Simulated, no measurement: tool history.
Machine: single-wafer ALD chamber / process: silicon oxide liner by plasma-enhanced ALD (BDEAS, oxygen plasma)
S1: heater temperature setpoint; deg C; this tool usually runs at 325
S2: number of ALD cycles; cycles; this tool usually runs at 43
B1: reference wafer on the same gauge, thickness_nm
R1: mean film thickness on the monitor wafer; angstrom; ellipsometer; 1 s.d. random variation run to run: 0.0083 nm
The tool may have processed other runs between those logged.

run	day	S1	S2	B1	R1
1	0	325	43	3.466	33.25
2	0.271	319	43	3.466	33.67
3	0.896	319	43	3.469	33.64
4	1.162	325	40	3.472	31.03
5	1.646	325	43	3.472	33.48
6	2.35	325	43	3.469	33.52
7	3.679	325	43	3.477	33.5
8	4.279	325	43	3.483	33.57
9	4.658	325	43	3.48	33.54
10	5.296	330	43	3.484	33.28
11	5.875	325	43	3.489	33.37
12	6.379	325	43	3.489	33.48
13	6.75	316	41	3.486	32.46

The next listed run, before its measurement:
# day 7.054: gauge calibrated
# day 7.288: thermocouple changed; heater temperature recalibrated
14	7.308	339	49	?	?

B1: 3.455
R1: 37.12 angstrom
On a tool with no hidden condition, and with the same random variation, this run would have come out at R1 37.1 angstrom.
